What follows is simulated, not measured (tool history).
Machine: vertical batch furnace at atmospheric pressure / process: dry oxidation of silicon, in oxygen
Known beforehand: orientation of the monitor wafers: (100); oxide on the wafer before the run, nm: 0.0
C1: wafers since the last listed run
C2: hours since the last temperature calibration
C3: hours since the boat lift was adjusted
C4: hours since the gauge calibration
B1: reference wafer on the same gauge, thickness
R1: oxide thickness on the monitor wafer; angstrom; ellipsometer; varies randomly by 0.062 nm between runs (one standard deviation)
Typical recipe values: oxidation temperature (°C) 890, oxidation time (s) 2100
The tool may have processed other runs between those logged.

{"run": 1, "hour": 0.0, "oxidation temperature (°C)": 890, "oxidation time (s)": 2100, "C1": 0, "C2": 939.9, "C3": 4551.8, "C4": 614.3, "B1": 9.22, "R1": 116.1}
{"run": 2, "hour": 34.5, "oxidation temperature (°C)": 890, "oxidation time (s)": 2100, "C1": 448, "C2": 974.4, "C3": 4586.3, "C4": 648.8, "B1": 9.19, "R1": 115.8}
{"run": 3, "hour": 48.5, "oxidation temperature (°C)": 890, "oxidation time (s)": 2100, "C1": 181, "C2": 988.4, "C3": 4600.3, "C4": 662.8, "B1": 9.19, "R1": 115.8}
{"run": 4, "hour": 140.8, "oxidation temperature (°C)": 890, "oxidation time (s)": 2100, "C1": 1198, "C2": 1080.7, "C3": 4692.6, "C4": 755.1, "B1": 9.21, "R1": 115.2}
{"run": 5, "hour": 168.9, "oxidation temperature (°C)": 890, "oxidation time (s)": 2400, "C1": 364, "C2": 1108.8, "C3": 4720.7, "C4": 783.2, "B1": 9.2, "R1": 127.0}
{"run": 6, "hour": 182.2, "oxidation temperature (°C)": 890, "oxidation time (s)": 2100, "C1": 172, "C2": 1122.1, "C3": 4734.0, "C4": 796.5, "B1": 9.22, "R1": 117.2}
{"run": 7, "hour": 213.9, "oxidation temperature (°C)": 890, "oxidation time (s)": 2100, "C1": 411, "C2": 1153.8, "C3": 4765.7, "C4": 828.2, "B1": 9.19, "R1": 116.3}
{"run": 8, "hour": 235.8, "oxidation temperature (°C)": 890, "oxidation time (s)": 2100, "C1": 284, "C2": 1175.7, "C3": 4787.6, "C4": 850.1, "B1": 9.2, "R1": 116.7}
{"run": 9, "hour": 255.8, "oxidation temperature (°C)": 890, "oxidation time (s)": 2100, "C1": 259, "C2": 1195.7, "C3": 4807.6, "C4": 870.1, "B1": 9.19, "R1": 115.8}
{"run": 10, "hour": 280.1, "oxidation temperature (°C)": 890, "oxidation time (s)": 2100, "C1": 315, "C2": 1220.0, "C3": 4831.9, "C4": 894.4, "B1": 9.2, "R1": 116.2}
{"hour": 330.3, "done": "boat lift adjusted"}
{"run": 11, "hour": 330.8, "oxidation temperature (°C)": 876, "oxidation time (s)": 1890, "C1": 346, "C2": 1270.7, "C3": 0.5, "C4": 945.1, "B1": 9.19, "R1": 92.6}
{"run": 12, "hour": 335.2, "oxidation temperature (°C)": 890, "oxidation time (s)": 2100, "C1": 57, "C2": 1275.1, "C3": 4.9, "C4": 949.5, "B1": 9.2, "R1": 116.5}
{"run": 13, "hour": 354.8, "oxidation temperature (°C)": 890, "oxidation time (s)": 1620, "C1": 254, "C2": 1294.7, "C3": 24.5, "C4": 969.1, "B1": 9.2, "R1": 97.9}
{"run": 14, "hour": 374.9, "oxidation temperature (°C)": 890, "oxidation time (s)": 1620, "C1": 261, "C2": 1314.8, "C3": 44.6, "C4": 989.2, "B1": 9.2, "R1": 98.9}
{"run": 15, "hour": 397.9, "oxidation temperature (°C)": 890, "oxidation time (s)": 2100, "C1": 298, "C2": 1337.8, "C3": 67.6, "C4": 1012.2, "B1": 9.2, "R1": 117.6}
{"run": 16, "hour": 416.1, "oxidation temperature (°C)": 904, "oxidation time (s)": 3060, "C1": 236, "C2": 1356.0, "C3": 85.8, "C4": 1030.4, "B1": 9.19, "R1": 177.0}
{"run": 17, "hour": 445.6, "oxidation temperature (°C)": 868, "oxidation time (s)": 2100, "C1": 383, "C2": 1385.5, "C3": 115.3, "C4": 1059.9, "B1": 9.2, "R1": 92.2}
{"run": 18, "hour": 523.5, "oxidation temperature (°C)": 890, "oxidation time (s)": 2100, "C1": 1011, "C2": 1463.4, "C3": 193.2, "C4": 1137.8, "B1": 9.2, "R1": 118.4}
{"run": 19, "hour": 550.3, "oxidation temperature (°C)": 914, "oxidation time (s)": 1320, "C1": 348, "C2": 1490.2, "C3": 220.0, "C4": 1164.6, "B1": 9.2, "R1": 112.7}
{"run": 20, "hour": 577.6, "oxidation temperature (°C)": 881, "oxidation time (s)": 3000, "C1": 354, "C2": 1517.5, "C3": 247.3, "C4": 1191.9, "B1": 9.19, "R1": 138.1}
{"run": 21, "hour": 612.7, "oxidation temperature (°C)": 910, "oxidation time (s)": 2580, "C1": 455, "C2": 1552.6, "C3": 282.4, "C4": 1227.0, "B1": 9.21, "R1": 167.5}
{"run": 22, "hour": 634.4, "oxidation temperature (°C)": 868, "oxidation time (s)": 1470, "C1": 281, "C2": 1574.3, "C3": 304.1, "C4": 1248.7, "B1": 9.2, "R1": 72.1}
{"run": 23, "hour": 652.2, "oxidation temperature (°C)": 890, "oxidation time (s)": 2700, "C1": 231, "C2": 1592.1, "C3": 321.9, "C4": 1266.5, "B1": 9.2, "R1": 141.5}
{"hour": 668.9, "done": "gauge calibrated"}
{"run": 24, "hour": 674.1, "oxidation temperature (°C)": 907, "oxidation time (s)": 2100, "C1": 284, "C2": 1614.0, "C3": 343.8, "C4": 5.2, "B1": 9.2, "R1": 142.3}
{"run": 25, "hour": 704.5, "oxidation temperature (°C)": 890, "oxidation time (s)": 1710, "C1": 394, "C2": 1644.4, "C3": 374.2, "C4": 35.6, "B1": 9.21, "R1": 104.5}
{"run": 26, "hour": 731.0, "oxidation temperature (°C)": 903, "oxidation time (s)": 2550, "C1": 344, "C2": 1670.9, "C3": 400.7, "C4": 62.1, "B1": 9.19, "R1": 155.2}
{"run": 27, "hour": 746.5, "oxidation temperature (°C)": 890, "oxidation time (s)": 2100, "C1": 201, "C2": 1686.4, "C3": 416.2, "C4": 77.6, "B1": 9.2, "R1": 121.0}
{"hour": 778.4, "done": "thermocouples replaced and temperature profile calibrated"}
{"run": 28, "hour": 778.9, "oxidation temperature (°C)": 867, "oxidation time (s)": 1050, "C1": 109, "C2": 0.5, "C3": 448.6, "C4": 110.0, "B1": 9.19, "R1": 52.3}
{"run": 29, "hour": 795.7, "oxidation temperature (°C)": 890, "oxidation time (s)": 2100, "C1": 218, "C2": 17.3, "C3": 465.4, "C4": 126.8, "B1": 9.19, "R1": 112.4}
{"run": 30, "hour": 824.3, "oxidation temperature (°C)": 890, "oxidation time (s)": 2100, "C1": 371, "C2": 45.9, "C3": 494.0, "C4": 155.4, "B1": 9.2, "R1": 110.7}
{"run": 31, "hour": 840.2, "oxidation temperature (°C)": 911, "oxidation time (s)": 1680, "C1": 206, "C2": 61.8, "C3": 509.9, "C4": 171.3, "B1": 9.2, "R1": 120.5}
{"run": 32, "hour": 869.2, "oxidation temperature (°C)": 890, "oxidation time (s)": 2100, "C1": 376, "C2": 90.8, "C3": 538.9, "C4": 200.3, "B1": 9.2, "R1": 111.3}

Estimate the outcome of run 33 from the log above:
{"run": 33, "hour": 897.0, "oxidation temperature (°C)": 900, "oxidation time (s)": 2100, "C1": 361, "C2": 118.6, "C3": 566.7, "C4": 228.1, "B1": "?", "R1": "?"}

Run 33 yielded B1 9.20, R1 125.2 angstrom.
On a tool with no hidden condition, and with the same random variation, this run would have come out at R1 125.0 angstrom.
